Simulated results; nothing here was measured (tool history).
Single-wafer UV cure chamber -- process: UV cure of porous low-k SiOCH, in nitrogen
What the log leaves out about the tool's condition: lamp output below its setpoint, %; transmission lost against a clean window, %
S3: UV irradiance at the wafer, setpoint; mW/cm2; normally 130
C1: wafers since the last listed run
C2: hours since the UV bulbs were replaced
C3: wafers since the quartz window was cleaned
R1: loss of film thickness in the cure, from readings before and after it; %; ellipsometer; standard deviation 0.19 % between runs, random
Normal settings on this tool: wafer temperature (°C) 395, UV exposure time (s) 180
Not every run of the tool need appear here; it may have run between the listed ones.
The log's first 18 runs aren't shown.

Run 19, hour 315.3: usual settings but wafer temperature (°C) 389, S3 147 mW/cm2; C1 52; C2 130.3; C3 2206. Result: R1 14.2 %.
Run 20, hour 332.4: usual settings but UV exposure time (s) 210, S3 140 mW/cm2; C1 73; C2 147.4; C3 2279. Result: R1 15.456 %.
Run 21, hour 349.6: usual settings but wafer temperature (°C) 386, UV exposure time (s) 125, S3 95 mW/cm2; C1 74; C2 164.6; C3 2354. Result: R1 10.395 %.
Run 22, hour 363: usual settings but UV exposure time (s) 125; C1 57; C2 178; C3 2411. Result: R1 12.101 %.
Run 23, hour 375.1: usual settings but wafer temperature (°C) 409; C1 52; C2 190.1; C3 2464. Result: R1 14.29 %.
Run 24, hour 392.6: usual settings but UV exposure time (s) 230; C1 75; C2 207.6; C3 2539. Result: R1 15.031 %.
Run 25, hour 410.3: usual settings; C1 76; C2 225.3; C3 2615. Result: R1 13.673 %.
At hour 424.5: quartz window cleaned.
Run 26, hour 449.9: usual settings; C1 136; C2 264.9; C3 109. Result: R1 15.114 %.
Run 27, hour 466.3: usual settings but wafer temperature (°C) 401, UV exposure time (s) 130, S3 94 mW/cm2; C1 70; C2 281.3; C3 180. Result: R1 11.583 %.
Run 28, hour 476.9: usual settings but wafer temperature (°C) 386, UV exposure time (s) 85, S3 113 mW/cm2; C1 45; C2 291.9; C3 226. Result: R1 10.229 %.
Run 29, hour 483.3: usual settings but wafer temperature (°C) 407, UV exposure time (s) 260, S3 168 mW/cm2; C1 27; C2 298.3; C3 253. Result: R1 18.505 %.
Run 30, hour 491: usual settings but UV exposure time (s) 85; C1 33; C2 306; C3 286. Result: R1 11.152 %.
Run 31, hour 508.5: usual settings but wafer temperature (°C) 402, S3 166 mW/cm2; C1 75; C2 323.5; C3 362. Result: R1 16.071 %.
Run 32, hour 525: usual settings but UV exposure time (s) 255, S3 145 mW/cm2; C1 71; C2 340; C3 433. Result: R1 17.438 %.
Run 33, hour 534.6: usual settings; C1 41; C2 349.6; C3 475. Result: R1 14.941 %.
Run 34, hour 542.9: usual settings; C1 35; C2 357.9; C3 510. Result: R1 14.527 %.

5 ways to go on from here, each from the tool as it stands after run 34. What would each give?
Run A, hour 543.4: usual settings; C1 2; C2 358.4; C3 512. Result: R1 ?.
Run B, hour 543.4: usual settings but wafer temperature (°C) 414, UV exposure time (s) 240, S3 109 mW/cm2; C1 2; C2 358.4; C3 512. Result: R1 ?.
Run C, hour 543.4: usual settings but wafer temperature (°C) 402, UV exposure time (s) 230, S3 115 mW/cm2; C1 2; C2 358.4; C3 512. Result: R1 ?.
Run D, hour 543.4: usual settings but wafer temperature (°C) 409, UV exposure time (s) 230, S3 107 mW/cm2; C1 2; C2 358.4; C3 512. Result: R1 ?.
Run E, hour 543.4: usual settings but UV exposure time (s) 280, S3 103 mW/cm2; C1 2; C2 358.4; C3 512. Result: R1 ?.

run      R1
  A  14.962
  B  15.956
  C  15.771
  D  15.523
  E  16.095
Take away the tool's hidden state, keep each run's random variation, and the runs would have read:
run      R1
  A  15.252
  B   16.25
  C  16.064
  D  15.815
  E  16.389

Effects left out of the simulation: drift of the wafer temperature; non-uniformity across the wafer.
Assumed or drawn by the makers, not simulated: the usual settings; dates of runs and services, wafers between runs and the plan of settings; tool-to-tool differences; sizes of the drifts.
